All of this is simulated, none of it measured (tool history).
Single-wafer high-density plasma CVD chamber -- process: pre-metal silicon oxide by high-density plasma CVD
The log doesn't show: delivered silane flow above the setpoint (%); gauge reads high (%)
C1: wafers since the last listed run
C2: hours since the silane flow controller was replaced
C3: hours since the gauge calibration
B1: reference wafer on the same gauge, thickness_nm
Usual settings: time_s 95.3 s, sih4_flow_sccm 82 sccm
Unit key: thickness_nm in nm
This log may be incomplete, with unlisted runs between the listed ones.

run 1 day=0.000 | time_s=88.0 sih4_flow_sccm=74 | C1=0 C2=1941.9 C3=361.5 | B1=903.498 | thickness_nm=670.410
run 2 day=0.767 | time_s=88.0 sih4_flow_sccm=74 | C1=239 C2=1960.3 C3=379.9 | B1=903.797 | thickness_nm=671.057
run 3 day=2.233 | time_s=95.3 sih4_flow_sccm=70 | C1=457 C2=1995.5 C3=415.1 | B1=904.420 | thickness_nm=690.073
run 4 day=3.729 | time_s=95.3 sih4_flow_sccm=70 | C1=466 C2=2031.4 C3=451.0 | B1=903.803 | thickness_nm=690.029
run 5 day=5.188 | time_s=95.3 sih4_flow_sccm=77 | C1=455 C2=2066.4 C3=486.0 | B1=903.771 | thickness_nm=756.844
run 6 day=6.492 | time_s=95.3 sih4_flow_sccm=82 | C1=406 C2=2097.7 C3=517.3 | B1=904.035 | thickness_nm=806.385
run 7 day=7.925 | time_s=95.3 sih4_flow_sccm=82 | C1=447 C2=2132.1 C3=551.7 | B1=904.157 | thickness_nm=808.748
-- day=8.525 silane flow controller replaced
run 8 day=9.421 | time_s=95.3 sih4_flow_sccm=82 | C1=362 C2=21.5 C3=587.6 | B1=903.796 | thickness_nm=756.016
run 9 day=10.258 | time_s=91.5 sih4_flow_sccm=82 | C1=261 C2=41.6 C3=607.7 | B1=904.031 | thickness_nm=729.461
run 10 day=11.117 | time_s=91.5 sih4_flow_sccm=82 | C1=267 C2=62.2 C3=628.3 | B1=903.668 | thickness_nm=731.845
run 11 day=12.358 | time_s=95.3 sih4_flow_sccm=82 | C1=387 C2=92.0 C3=658.1 | B1=904.088 | thickness_nm=761.686
-- day=13.004 gauge calibrated
run 12 day=13.621 | time_s=95.3 sih4_flow_sccm=70 | C1=393 C2=122.3 C3=14.8 | B1=904.138 | thickness_nm=652.877
run 13 day=14.258 | time_s=76.4 sih4_flow_sccm=71 | C1=198 C2=137.6 C3=30.1 | B1=903.818 | thickness_nm=532.025
run 14 day=15.338 | time_s=79.0 sih4_flow_sccm=96 | C1=336 C2=163.5 C3=56.0 | B1=904.259 | thickness_nm=739.261
run 15 day=16.175 | time_s=111.7 sih4_flow_sccm=68 | C1=261 C2=183.6 C3=76.1 | B1=904.205 | thickness_nm=747.446
run 16 day=17.454 | time_s=87.8 sih4_flow_sccm=68 | C1=399 C2=214.3 C3=106.8 | B1=904.070 | thickness_nm=587.842
run 17 day=18.946 | time_s=95.3 sih4_flow_sccm=87 | C1=465 C2=250.1 C3=142.6 | B1=903.994 | thickness_nm=809.342
run 18 day=19.883 | time_s=87.7 sih4_flow_sccm=88 | C1=292 C2=272.6 C3=165.1 | B1=903.919 | thickness_nm=759.188
run 19 day=21.121 | time_s=88.6 sih4_flow_sccm=92 | C1=386 C2=302.3 C3=194.8 | B1=903.862 | thickness_nm=798.121
run 20 day=22.225 | time_s=95.3 sih4_flow_sccm=77 | C1=344 C2=328.8 C3=221.3 | B1=904.486 | thickness_nm=722.521

Run 21, settings as shown, results not yet in. Your forecast:
run 21 day=23.479 | time_s=104.5 sih4_flow_sccm=77 | C1=391 C2=358.9 C3=251.4 | B1=? | thickness_nm=?

{"run 21": {"B1": 904.463, "thickness_nm": 789.914}}
Minus the tool's unlogged condition, the same run would have read thickness_nm 786.000 nm.
